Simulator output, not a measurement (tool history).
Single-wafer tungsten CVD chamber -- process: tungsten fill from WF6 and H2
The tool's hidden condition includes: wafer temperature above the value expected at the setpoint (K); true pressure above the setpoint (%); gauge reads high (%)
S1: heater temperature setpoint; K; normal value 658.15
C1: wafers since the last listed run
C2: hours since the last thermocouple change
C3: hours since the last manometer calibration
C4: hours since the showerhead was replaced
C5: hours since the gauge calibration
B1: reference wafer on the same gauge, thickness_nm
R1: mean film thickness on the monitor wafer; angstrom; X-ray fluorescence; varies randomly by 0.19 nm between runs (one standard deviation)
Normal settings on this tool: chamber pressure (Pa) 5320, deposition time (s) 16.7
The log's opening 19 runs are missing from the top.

At day 62.379: thermocouple changed; heater temperature recalibrated.
Run 20, day 63.175: usual settings; C1 2217; C2 19.1; C3 373.8; C4 1058.3; C5 193.5; B1 41.654. Result: R1 418.40 angstrom.
Run 21, day 65.817: usual settings; C1 2043; C2 82.5; C3 437.2; C4 1121.7; C5 256.9; B1 41.785. Result: R1 419.31 angstrom.
Run 22, day 68.567: usual settings; C1 2127; C2 148.5; C3 503.2; C4 1187.7; C5 322.9; B1 41.760. Result: R1 423.53 angstrom.
Run 23, day 70.304: usual settings but S1 672.15 K, chamber pressure (Pa) 4266, deposition time (s) 18.9; C1 1344; C2 190.2; C3 544.9; C4 1229.4; C5 364.6; B1 41.680. Result: R1 548.44 angstrom.
Run 24, day 72.217: usual settings; C1 1479; C2 236.1; C3 590.8; C4 1275.3; C5 410.5; B1 41.735. Result: R1 418.26 angstrom.
Run 25, day 75.067: usual settings; C1 2204; C2 304.5; C3 659.2; C4 1343.7; C5 478.9; B1 41.711. Result: R1 420.62 angstrom.
Run 26, day 76.671: usual settings; C1 1240; C2 343.0; C3 697.7; C4 1382.2; C5 517.4; B1 41.662. Result: R1 422.89 angstrom.
Run 27, day 80.625: usual settings but S1 665.15 K, chamber pressure (Pa) 6466, deposition time (s) 18.4; C1 3058; C2 437.9; C3 792.6; C4 1477.1; C5 612.3; B1 41.722. Result: R1 563.81 angstrom.
Run 28, day 82.675: usual settings but deposition time (s) 14.9; C1 1585; C2 487.1; C3 841.8; C4 1526.3; C5 661.5; B1 41.706. Result: R1 370.16 angstrom.
Run 29, day 86.729: usual settings but S1 645.15 K, chamber pressure (Pa) 5853; C1 3136; C2 584.4; C3 939.1; C4 1623.6; C5 758.8; B1 41.718. Result: R1 341.25 angstrom.
Run 30, day 89.854: usual settings but S1 668.15 K, chamber pressure (Pa) 6639; C1 2417; C2 659.4; C3 1014.1; C4 1698.6; C5 833.8; B1 41.724. Result: R1 544.18 angstrom.
Run 31, day 92.846: usual settings but S1 664.15 K, chamber pressure (Pa) 4586; C1 2314; C2 731.2; C3 1085.9; C4 1770.4; C5 905.6; B1 41.710. Result: R1 429.43 angstrom.
Run 32, day 96.096: usual settings but S1 670.15 K, chamber pressure (Pa) 4733; C1 2514; C2 809.2; C3 1163.9; C4 1848.4; C5 983.6; B1 41.698. Result: R1 476.60 angstrom.
Run 33, day 99.238: usual settings but chamber pressure (Pa) 4106; C1 2430; C2 884.6; C3 1239.3; C4 1923.8; C5 1059.0; B1 41.682. Result: R1 367.44 angstrom.
Run 34, day 103.050: usual settings; C1 2949; C2 976.1; C3 1330.8; C4 2015.3; C5 1150.5; B1 41.689. Result: R1 408.94 angstrom.
At day 105.288: capacitance manometer re-zeroed and calibrated.
Run 35, day 106.233: usual settings; C1 2204; C2 1052.5; C3 22.7; C4 2091.7; C5 1226.9; B1 41.711. Result: R1 420.53 angstrom.

What if the next run were any one of these 3? Each begins from the tool's condition after run 35:
Run A, day 106.250: usual settings but deposition time (s) 18.1; C1 12; C2 1052.9; C3 23.1; C4 2092.1; C5 1227.3; B1 ?. Result: R1 ?.
Run B, day 106.250: usual settings but deposition time (s) 14.5; C1 12; C2 1052.9; C3 23.1; C4 2092.1; C5 1227.3; B1 ?. Result: R1 ?.
Run C, day 106.250: usual settings but chamber pressure (Pa) 4600; C1 12; C2 1052.9; C3 23.1; C4 2092.1; C5 1227.3; B1 ?. Result: R1 ?.

run      B1      R1
  A  41.716  454.33
  B  41.716  363.61
  C  41.716  393.26
With no hidden state in the tool, these same runs would have given:
run      R1
  A  456.23
  B  365.13
  C  394.94
